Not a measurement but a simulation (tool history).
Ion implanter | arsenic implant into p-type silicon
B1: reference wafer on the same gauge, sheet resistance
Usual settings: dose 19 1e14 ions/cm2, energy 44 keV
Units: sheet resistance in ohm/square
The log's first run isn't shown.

{"run": 2, "day": 1.542, "dose": 19, "energy": 44, "B1": 84.33, "sheet resistance": 75.23}
{"run": 3, "day": 3.658, "dose": 19, "energy": 44, "B1": 84.3, "sheet resistance": 74.82}
{"run": 4, "day": 5.567, "dose": 19, "energy": 44, "B1": 84.41, "sheet resistance": 75.12}
{"run": 5, "day": 7.05, "dose": 20.59, "energy": 50.5, "B1": 84.33, "sheet resistance": 68.46}
{"run": 6, "day": 8.358, "dose": 20.59, "energy": 50.5, "B1": 84.32, "sheet resistance": 68.77}
{"run": 7, "day": 9.879, "dose": 19, "energy": 38.5, "B1": 84.36, "sheet resistance": 78.15}
{"run": 8, "day": 11.204, "dose": 19, "energy": 38.5, "B1": 84.36, "sheet resistance": 78.41}
{"run": 9, "day": 12.796, "dose": 23.21, "energy": 44, "B1": 84.3, "sheet resistance": 69.37}
{"run": 10, "day": 15.6, "dose": 19, "energy": 44, "B1": 84.28, "sheet resistance": 74.23}
{"run": 11, "day": 16.812, "dose": 22.82, "energy": 37, "B1": 84.34, "sheet resistance": 75.17}
{"run": 12, "day": 19.488, "dose": 22.82, "energy": 37, "B1": 84.37, "sheet resistance": 75.06}
{"run": 13, "day": 21.762, "dose": 22.82, "energy": 37, "B1": 84.32, "sheet resistance": 75.04}
{"run": 14, "day": 23.1, "dose": 19, "energy": 51.5, "B1": 84.24, "sheet resistance": 70.69}
{"day": 24.479, "done": "extraction supply calibrated"}
{"run": 15, "day": 25.208, "dose": 19, "energy": 51.5, "B1": 84.37, "sheet resistance": 70.63}
{"run": 16, "day": 27.983, "dose": 19, "energy": 44, "B1": 84.31, "sheet resistance": 73.95}
{"run": 17, "day": 36.162, "dose": 19, "energy": 52, "B1": 84.34, "sheet resistance": 70.26}
{"run": 18, "day": 38.117, "dose": 19, "energy": 50.5, "B1": 84.26, "sheet resistance": 70.33}
{"run": 19, "day": 40.15, "dose": 19, "energy": 44, "B1": 84.3, "sheet resistance": 73.89}
{"day": 44.146, "done": "gauge calibrated"}
{"run": 20, "day": 48.496, "dose": 20.95, "energy": 44, "B1": 84.3, "sheet resistance": 71.32}
{"run": 21, "day": 49.567, "dose": 20.95, "energy": 44, "B1": 84.36, "sheet resistance": 71.13}
{"day": 50.433, "done": "Faraday cup replaced and dose calibrated"}
{"run": 22, "day": 52.467, "dose": 21.81, "energy": 51.5, "B1": 84.24, "sheet resistance": 66.81}
{"run": 23, "day": 55.458, "dose": 19, "energy": 44, "B1": 84.31, "sheet resistance": 75.48}
{"run": 24, "day": 57.058, "dose": 16.59, "energy": 56.5, "B1": 84.27, "sheet resistance": 74.7}
{"run": 25, "day": 58.908, "dose": 13.82, "energy": 33.5, "B1": 84.29, "sheet resistance": 93.8}

Run 26 comes next. What will it give?
{"run": 26, "day": 60.454, "dose": 19, "energy": 33, "B1": "?", "sheet resistance": "?"}

{"run 26": {"B1": 84.25, "sheet resistance": 83.53}}
Without the tool's hidden state the same run would have given sheet resistance 83.42 ohm/square.

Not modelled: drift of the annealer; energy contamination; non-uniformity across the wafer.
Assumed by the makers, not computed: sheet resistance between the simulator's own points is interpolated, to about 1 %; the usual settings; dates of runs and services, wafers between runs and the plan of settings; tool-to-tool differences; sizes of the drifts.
